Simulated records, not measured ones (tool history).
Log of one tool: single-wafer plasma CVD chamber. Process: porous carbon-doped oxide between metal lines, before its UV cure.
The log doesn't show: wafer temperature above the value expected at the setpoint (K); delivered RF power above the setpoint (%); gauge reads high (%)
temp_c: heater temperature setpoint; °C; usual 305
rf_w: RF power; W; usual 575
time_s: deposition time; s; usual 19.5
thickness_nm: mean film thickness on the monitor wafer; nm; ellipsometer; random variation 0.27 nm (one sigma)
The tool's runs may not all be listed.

run	hour	temp_c	rf_w	time_s	wafers since the last listed run	hours since the last thermocouple change	hours since the last RF generator calibration	hours since the showerhead was replaced	hours since the gauge calibration	read-back reference wafer on the same gauge, thickness_nm	thickness_nm
1	0	305	575	19.5	0	1144.2	884.9	2734	1771	123.952	126.927
2	87.5	305	575	19.5	4175	1231.7	972.4	2821.5	1858.5	123.856	126.828
3	169.9	305	575	19.5	3932	1314.1	1054.8	2903.9	1940.9	123.802	127.303
4	208.6	305	660	18	1846	1352.8	1093.5	2942.6	1979.6	123.836	133.855
# hour 249.8: thermocouple changed; heater temperature recalibrated
5	259.7	305	660	18	2056	9.9	1144.6	2993.7	2030.7	123.872	133.493
6	310.7	305	575	19.5	2433	60.9	1195.6	3044.7	2081.7	123.761	126.532
7	358.8	305	575	19.5	2295	109	1243.7	3092.8	2129.8	123.763	126.798
# hour 388.1: RF generator calibrated
8	460	305	575	19.5	4447	210.2	71.9	3194	2231	123.774	126.836
9	554.1	305	575	19.5	4490	304.3	166	3288.1	2325.1	123.757	126.733
10	646.6	305	575	19.5	4413	396.8	258.5	3380.6	2417.6	123.772	126.684
# hour 715.1: gauge calibrated
11	747.7	305	575	19.5	4824	497.9	359.6	3481.7	32.6	125.078	128.039
12	841.4	305	575	19.5	4471	591.6	453.3	3575.4	126.3	124.867	127.955
13	889.4	305	575	19.5	2290	639.6	501.3	3623.4	174.3	124.903	127.867
14	1016.3	311	575	20.8	6055	766.5	628.2	3750.3	301.2	124.724	131.812
15	1082.2	305	575	19.5	3144	832.4	694.1	3816.2	367.1	124.699	127.43
16	1156.6	318	575	19.5	3550	906.8	768.5	3890.6	441.5	124.563	120.06
17	1206.8	290	470	21.2	2395	957	818.7	3940.8	491.7	124.562	120.048
18	1302.1	293	575	17.5	4547	1052.3	914	4036.1	587	124.522	121.678
19	1383.5	299	575	19.5	3884	1133.7	995.4	4117.5	668.4	124.422	131.288
20	1460.1	305	575	19.5	3655	1210.3	1072	4194.1	745	124.352	127.611
21	1516.3	298	680	20.9	2681	1266.5	1128.2	4250.3	801.2	124.269	164.812
22	1602.6	305	575	19.5	4118	1352.8	1214.5	4336.6	887.5	124.272	126.904
# hour 1643.2: RF generator calibrated
23	1683.3	305	575	19.5	3469	1433.5	40.1	4417.3	968.2	124.28	127.645
# hour 1700.8: thermocouple changed; heater temperature recalibrated
# hour 1750.4: showerhead replaced
24	1750.9	291	545	19.5	2462	50.1	107.7	0.5	1035.8	124.308	129.457
25	1846.2	299	575	19.5	4547	145.4	203	95.8	1131.1	124.174	131.189
26	1934.5	305	525	22.4	4213	233.7	291.3	184.1	1219.4	124.179	132.3
27	2001.7	305	575	19.5	3206	300.9	358.5	251.3	1286.6	124.033	126.861
28	2098.1	305	575	22	4600	397.3	454.9	347.7	1383	124.066	143.331
29	2134.9	305	460	19.5	1756	434.1	491.7	384.5	1419.8	124.1	98.875
30	2231	310	575	19.5	4585	530.2	587.8	480.6	1515.9	124.02	124.164
31	2276.4	305	635	19.5	2166	575.6	633.2	526	1561.3	124.027	138.735
32	2316.5	300	650	21.2	1913	615.7	673.3	566.1	1601.4	123.988	158.449
33	2378.3	319	680	17.3	2949	677.5	735.1	627.9	1663.2	124.002	124.092

Forecast each of these 5 alternatives for the next run:
A	2378.7	292	575	19.5	19	677.9	735.5	628.3	1663.6	?	?
B	2378.7	305	480	15.7	19	677.9	735.5	628.3	1663.6	?	?
C	2378.7	311	500	16.9	19	677.9	735.5	628.3	1663.6	?	?
D	2378.7	291	475	18.4	19	677.9	735.5	628.3	1663.6	?	?
E	2378.7	293	615	19.5	19	677.9	735.5	628.3	1663.6	?	?

run	read-back reference wafer on the same gauge, thickness_nm	thickness_nm
A	124.005	135.753
B	124.005	85.036
C	124.005	93.202
D	124.005	104.924
E	124.005	144.009
Without the tool's hidden state the same runs would have given:
run	thickness_nm
A	136.819
B	85.705
C	93.935
D	105.749
E	145.141

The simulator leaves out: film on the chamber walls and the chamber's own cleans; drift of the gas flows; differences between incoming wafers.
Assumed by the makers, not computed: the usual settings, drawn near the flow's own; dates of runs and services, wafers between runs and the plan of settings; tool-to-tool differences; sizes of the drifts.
